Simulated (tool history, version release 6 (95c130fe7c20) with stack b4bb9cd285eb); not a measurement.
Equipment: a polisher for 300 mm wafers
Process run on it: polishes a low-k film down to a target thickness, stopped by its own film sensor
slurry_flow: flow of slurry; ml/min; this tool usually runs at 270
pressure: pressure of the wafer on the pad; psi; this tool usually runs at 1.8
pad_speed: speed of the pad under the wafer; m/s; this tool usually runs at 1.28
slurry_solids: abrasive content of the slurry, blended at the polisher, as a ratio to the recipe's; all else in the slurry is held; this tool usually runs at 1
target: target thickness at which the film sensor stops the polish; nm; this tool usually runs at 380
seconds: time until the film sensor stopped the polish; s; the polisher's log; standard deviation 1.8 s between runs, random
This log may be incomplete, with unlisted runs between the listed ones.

run	hour	slurry_flow	pressure	pad_speed	slurry_solids	target	incoming thickness of the incoming film, nm	seconds
1	0	270	1.5	1.06	1	380	428	127.7
2	36.9	185	1.6	1.04	1.1	380	425.2	115.6
3	79.6	270	1.8	1.7	1.1	373	428.7	82.9
# hour 110: slurry nozzle cleaned
4	116.6	270	1.8	1.14	1	389	431.8	90.3
5	185.7	270	1.8	1.28	1	363	431.6	133.8
6	245.7	270	1.8	1.28	1	380	431	103.4
7	322.9	270	2.4	1.28	1	367	439	104.4
# hour 410.8: worn pad replaced by a new one
8	424.4	270	1.8	1.28	1	380	432.4	94.6
9	460.4	270	1.8	1.28	1	380	424.1	83.6
# hour 526.5: conditioning disc replaced and pad reconditioned
10	558.2	270	1.8	1.28	1	380	430.2	94.5
11	657.9	270	1.2	1.28	0.85	380	426.4	142.9
12	737.7	270	1.8	1.28	1.15	380	433.2	89.4
# hour 793.4: slurry blender recalibrated
13	842.1	270	1.4	1	0.7	380	430.2	175.7
14	903.6	270	2.4	0.94	1	380	432.3	95.5
# hour 921.5: slurry nozzle cleaned
# hour 954.5: head pressure recalibrated
15	982.2	270	1.8	1.4	0.9	390	431.6	75.5
16	1034.6	270	1.5	1.66	1	375	431.7	102
# hour 1072.1: worn pad replaced by a new one
17	1075.2	270	1.8	1.28	1	380	429.7	87.9
18	1158.1	225	1.8	1.1	0.75	390	429.3	95.9
19	1211.3	240	1.8	1.28	1.15	380	431.6	90.4
# hour 1229.8: conditioning disc replaced and pad reconditioned
20	1297.5	360	1.8	1.28	1	373	431	102.8
21	1380.7	270	1.8	0.92	1	373	434.4	148.2
22	1464.3	270	1.8	1.14	1	389	432.6	88.8
# hour 1504.6: slurry blender recalibrated
23	1533.5	270	1.8	1.7	1	380	428.6	74
# hour 1762: worn pad replaced by a new one
# hour 1764.9: slurry nozzle cleaned
24	1774.3	300	1.8	1.28	1	387	431.7	80.6
25	1824.4	270	1.8	1.14	1	380	436.2	109.3

4 options for the next run, each taken on its own from the tool as it stands now. Forecast them:
A	1824.9	270	1.8	1.28	1	380	428.3	?
B	1824.9	215	1.8	1.48	1	380	428.3	?
C	1824.9	270	1.8	1.28	1	370	428.3	?
D	1824.9	270	1.8	1.28	0.9	380	428.3	?

run	seconds
A	87.7
B	80
C	105.9
D	92.6
With no hidden state in the tool, these same runs would have given:
run	seconds
A	87.2
B	79.6
C	105.3
D	92.1

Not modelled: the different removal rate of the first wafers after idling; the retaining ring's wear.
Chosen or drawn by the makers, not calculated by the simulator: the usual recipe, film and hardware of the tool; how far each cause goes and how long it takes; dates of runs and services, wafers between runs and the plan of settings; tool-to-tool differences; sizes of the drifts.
